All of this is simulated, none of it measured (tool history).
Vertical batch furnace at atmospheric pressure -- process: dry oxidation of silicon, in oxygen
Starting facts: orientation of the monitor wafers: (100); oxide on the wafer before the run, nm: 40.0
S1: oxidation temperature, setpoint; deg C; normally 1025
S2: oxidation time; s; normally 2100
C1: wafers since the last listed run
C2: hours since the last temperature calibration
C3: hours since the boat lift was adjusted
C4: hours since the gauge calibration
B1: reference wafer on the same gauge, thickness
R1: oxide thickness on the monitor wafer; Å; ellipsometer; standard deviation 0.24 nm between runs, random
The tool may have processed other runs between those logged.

| run | day | S1 | S2 | C1 | C2 | C3 | C4 | B1 | R1 |
|---|---|---|---|---|---|---|---|---|---|
| 1 | 0.000 | 1025 | 2100 | 0 | 3835.1 | 3152.3 | 491.3 | 57.14 | 648.1 |
| 2 | 2.492 | 1025 | 2100 | 1140 | 3894.9 | 3212.1 | 551.1 | 57.09 | 648.3 |
| 3 | 5.117 | 1025 | 2100 | 1201 | 3957.9 | 3275.1 | 614.1 | 57.08 | 637.1 |
| 4 | 7.371 | 1025 | 2100 | 1031 | 4012.0 | 3329.2 | 668.2 | 57.00 | 640.0 |
| 5 | 8.721 | 1025 | 2100 | 617 | 4044.4 | 3361.6 | 700.6 | 57.16 | 641.9 |
| 6 | 11.004 | 1025 | 2100 | 1044 | 4099.2 | 3416.4 | 755.4 | 57.04 | 638.9 |
| 7 | 12.383 | 1025 | 2100 | 631 | 4132.3 | 3449.5 | 788.5 | 57.03 | 643.5 |
| 8 | 13.533 | 1025 | 2100 | 526 | 4159.9 | 3477.1 | 816.1 | 57.17 | 644.1 |
| 9 | 15.912 | 1025 | 2100 | 1088 | 4217.0 | 3534.2 | 873.2 | 57.08 | 641.1 |
|  | 17.771 | gauge calibrated |
|  | 19.650 | thermocouples replaced and temperature profile calibrated |
| 10 | 19.671 | 1017 | 2100 | 1262 | 0.5 | 3624.4 | 45.6 | 57.09 | 619.6 |
| 11 | 21.504 | 1025 | 2100 | 838 | 44.5 | 3668.4 | 89.6 | 57.14 | 640.3 |
| 12 | 24.154 | 1004 | 1800 | 1212 | 108.1 | 3732.0 | 153.2 | 57.11 | 558.3 |
| 13 | 25.438 | 1015 | 2100 | 587 | 138.9 | 3762.8 | 184.0 | 57.05 | 612.9 |
| 14 | 27.483 | 1002 | 1800 | 936 | 188.0 | 3811.9 | 233.1 | 57.08 | 556.7 |
|  | 28.867 | boat lift adjusted |
| 15 | 29.862 | 1025 | 2100 | 631 | 245.1 | 23.9 | 290.2 | 57.09 | 643.6 |
| 16 | 31.679 | 1038 | 2850 | 831 | 288.7 | 67.5 | 333.8 | 57.10 | 776.0 |
| 17 | 32.833 | 1048 | 2100 | 528 | 316.4 | 95.2 | 361.5 | 57.15 | 718.5 |
| 18 | 35.642 | 1004 | 2100 | 1285 | 383.8 | 162.6 | 428.9 | 57.13 | 585.9 |
| 19 | 36.717 | 1047 | 1590 | 491 | 409.6 | 188.4 | 454.7 | 57.01 | 646.5 |
| 20 | 38.721 | 1025 | 2100 | 917 | 457.7 | 236.5 | 502.8 | 57.16 | 641.3 |
| 21 | 39.921 | 1025 | 2760 | 549 | 486.5 | 265.3 | 531.6 | 57.10 | 714.8 |

4 ways to go on from here, each from the tool as it stands after run 21. What would each give?
| A | 40.079 | 1018 | 2100 | 72 | 490.3 | 269.1 | 535.4 | ? | ? |
| B | 40.079 | 1008 | 1500 | 72 | 490.3 | 269.1 | 535.4 | ? | ? |
| C | 40.079 | 1034 | 2970 | 72 | 490.3 | 269.1 | 535.4 | ? | ? |
| D | 40.079 | 1045 | 2400 | 72 | 490.3 | 269.1 | 535.4 | ? | ? |

| run | B1 | R1 |
|---|---|---|
| A | 57.10 | 625.6 |
| B | 57.10 | 544.3 |
| C | 57.10 | 774.2 |
| D | 57.10 | 750.0 |
With no hidden state in the tool, these same runs would have given:
| run | R1 |
|---|---|
| A | 625.6 |
| B | 544.3 |
| C | 774.2 |
| D | 750.0 |

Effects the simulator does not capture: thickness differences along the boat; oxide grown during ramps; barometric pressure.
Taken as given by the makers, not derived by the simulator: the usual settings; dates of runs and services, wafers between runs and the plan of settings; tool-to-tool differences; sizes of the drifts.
